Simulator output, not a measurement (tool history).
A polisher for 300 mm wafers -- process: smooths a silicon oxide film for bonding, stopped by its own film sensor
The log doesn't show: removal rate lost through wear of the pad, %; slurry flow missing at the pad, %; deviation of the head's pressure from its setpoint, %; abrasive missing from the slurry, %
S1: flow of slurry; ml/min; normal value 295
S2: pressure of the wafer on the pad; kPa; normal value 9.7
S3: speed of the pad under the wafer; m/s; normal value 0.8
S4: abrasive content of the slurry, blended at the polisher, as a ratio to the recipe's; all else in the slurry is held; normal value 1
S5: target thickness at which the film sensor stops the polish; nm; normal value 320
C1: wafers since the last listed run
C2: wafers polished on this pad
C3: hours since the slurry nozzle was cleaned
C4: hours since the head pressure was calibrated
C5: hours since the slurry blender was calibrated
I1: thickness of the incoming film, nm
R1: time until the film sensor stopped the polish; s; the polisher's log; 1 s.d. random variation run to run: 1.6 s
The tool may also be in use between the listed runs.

{"run": 1, "hour": 0.0, "S1": 295, "S2": 9.7, "S3": 0.8, "S4": 1.15, "S5": 320, "C1": 0, "C2": 473, "C3": 545.7, "C4": 635.1, "C5": 173, "I1": 362.7, "R1": 136.3}
{"run": 2, "hour": 7.7, "S1": 295, "S2": 9.7, "S3": 0.8, "S4": 1.15, "S5": 320, "C1": 67, "C2": 541, "C3": 553.4, "C4": 642.8, "C5": 180.7, "I1": 360.3, "R1": 126.9}
{"hour": 43.5, "done": "worn pad replaced by a new one"}
{"run": 3, "hour": 57.3, "S1": 295, "S2": 9.7, "S3": 0.8, "S4": 1, "S5": 320, "C1": 401, "C2": 121, "C3": 603, "C4": 692.4, "C5": 230.3, "I1": 356.5, "R1": 124.7}
{"run": 4, "hour": 63.9, "S1": 235, "S2": 9.7, "S3": 0.8, "S4": 0.8, "S5": 320, "C1": 58, "C2": 179, "C3": 609.6, "C4": 699, "C5": 236.9, "I1": 356.3, "R1": 141.7}
{"run": 5, "hour": 72.8, "S1": 235, "S2": 9.7, "S3": 0.8, "S4": 0.8, "S5": 320, "C1": 78, "C2": 257, "C3": 618.5, "C4": 707.9, "C5": 245.8, "I1": 360, "R1": 155.3}
{"run": 6, "hour": 86.5, "S1": 295, "S2": 11.7, "S3": 0.8, "S4": 1, "S5": 331, "C1": 120, "C2": 378, "C3": 632.2, "C4": 721.6, "C5": 259.5, "I1": 365.8, "R1": 94.9}
{"hour": 90.8, "done": "head pressure recalibrated"}
{"run": 7, "hour": 102.8, "S1": 295, "S2": 9.7, "S3": 0.8, "S4": 1, "S5": 320, "C1": 125, "C2": 503, "C3": 648.5, "C4": 12, "C5": 275.8, "I1": 359.3, "R1": 114.6}
{"run": 8, "hour": 116.5, "S1": 295, "S2": 9.7, "S3": 0.8, "S4": 1, "S5": 320, "C1": 120, "C2": 624, "C3": 662.2, "C4": 25.7, "C5": 289.5, "I1": 362, "R1": 124.3}
{"run": 9, "hour": 134.5, "S1": 295, "S2": 9.7, "S3": 0.8, "S4": 1, "S5": 320, "C1": 158, "C2": 782, "C3": 680.2, "C4": 43.7, "C5": 307.5, "I1": 353.6, "R1": 101.7}
{"run": 10, "hour": 150.2, "S1": 295, "S2": 9.7, "S3": 0.8, "S4": 1, "S5": 320, "C1": 138, "C2": 920, "C3": 695.9, "C4": 59.4, "C5": 323.2, "I1": 358.2, "R1": 115.1}
{"hour": 155.7, "done": "slurry nozzle cleaned"}
{"hour": 162.2, "done": "worn pad replaced by a new one, of another model than before"}
{"run": 11, "hour": 167.1, "S1": 230, "S2": 10.3, "S3": 0.8, "S4": 1, "S5": 308, "C1": 104, "C2": 42, "C3": 11.4, "C4": 76.3, "C5": 340.1, "I1": 361.9, "R1": 155.9}
{"hour": 174.5, "done": "slurry blender recalibrated"}
{"run": 12, "hour": 175.0, "S1": 295, "S2": 6.9, "S3": 0.8, "S4": 1, "S5": 320, "C1": 51, "C2": 94, "C3": 19.3, "C4": 84.2, "C5": 0.5, "I1": 359.6, "R1": 140.6}
{"run": 13, "hour": 184.3, "S1": 295, "S2": 9.7, "S3": 0.8, "S4": 1, "S5": 320, "C1": 81, "C2": 176, "C3": 28.6, "C4": 93.5, "C5": 9.8, "I1": 365.8, "R1": 140.8}
{"run": 14, "hour": 198.1, "S1": 260, "S2": 9.7, "S3": 0.8, "S4": 1, "S5": 320, "C1": 121, "C2": 297, "C3": 42.4, "C4": 107.3, "C5": 23.6, "I1": 360.3, "R1": 123.2}
{"run": 15, "hour": 208.1, "S1": 295, "S2": 9.7, "S3": 0.98, "S4": 1, "S5": 320, "C1": 87, "C2": 385, "C3": 52.4, "C4": 117.3, "C5": 33.6, "I1": 360.9, "R1": 109.9}
{"run": 16, "hour": 224.6, "S1": 295, "S2": 9.7, "S3": 0.8, "S4": 1, "S5": 320, "C1": 145, "C2": 531, "C3": 68.9, "C4": 133.8, "C5": 50.1, "I1": 355.3, "R1": 107}
{"run": 17, "hour": 231.4, "S1": 295, "S2": 9.7, "S3": 0.9, "S4": 1, "S5": 320, "C1": 59, "C2": 590, "C3": 75.7, "C4": 140.6, "C5": 56.9, "I1": 362.9, "R1": 122.9}
{"run": 18, "hour": 240.2, "S1": 385, "S2": 11.7, "S3": 1, "S4": 1, "S5": 310, "C1": 77, "C2": 668, "C3": 84.5, "C4": 149.4, "C5": 65.7, "I1": 359.8, "R1": 115.6}
{"hour": 256.1, "done": "worn pad replaced by a new one"}
{"run": 19, "hour": 261.2, "S1": 295, "S2": 12.4, "S3": 1, "S4": 0.9, "S5": 327, "C1": 149, "C2": 44, "C3": 105.5, "C4": 170.4, "C5": 86.7, "I1": 355.4, "R1": 69.8}
{"run": 20, "hour": 278.8, "S1": 230, "S2": 10.3, "S3": 0.8, "S4": 1, "S5": 308, "C1": 154, "C2": 199, "C3": 123.1, "C4": 188, "C5": 104.3, "I1": 367.9, "R1": 176.2}

Here are 3 independent what-if runs from the current tool condition. What would each one return?
{"run": "A", "hour": 279.3, "S1": 295, "S2": 9.7, "S3": 0.8, "S4": 1, "S5": 320, "C1": 4, "C2": 204, "C3": 123.6, "C4": 188.5, "C5": 104.8, "I1": 365.1, "R1": "?"}
{"run": "B", "hour": 279.3, "S1": 295, "S2": 9, "S3": 1.04, "S4": 1, "S5": 320, "C1": 4, "C2": 204, "C3": 123.6, "C4": 188.5, "C5": 104.8, "I1": 365.1, "R1": "?"}
{"run": "C", "hour": 279.3, "S1": 265, "S2": 9.7, "S3": 0.8, "S4": 0.9, "S5": 315, "C1": 4, "C2": 204, "C3": 123.6, "C4": 188.5, "C5": 104.8, "I1": 365.1, "R1": "?"}

run=A R1=135.7
run=B R1=122.3
run=C R1=159.8
Stripped of hidden state, with their random variation kept, the same runs would have yielded:
run=A R1=135
run=B R1=121.7
run=C R1=159
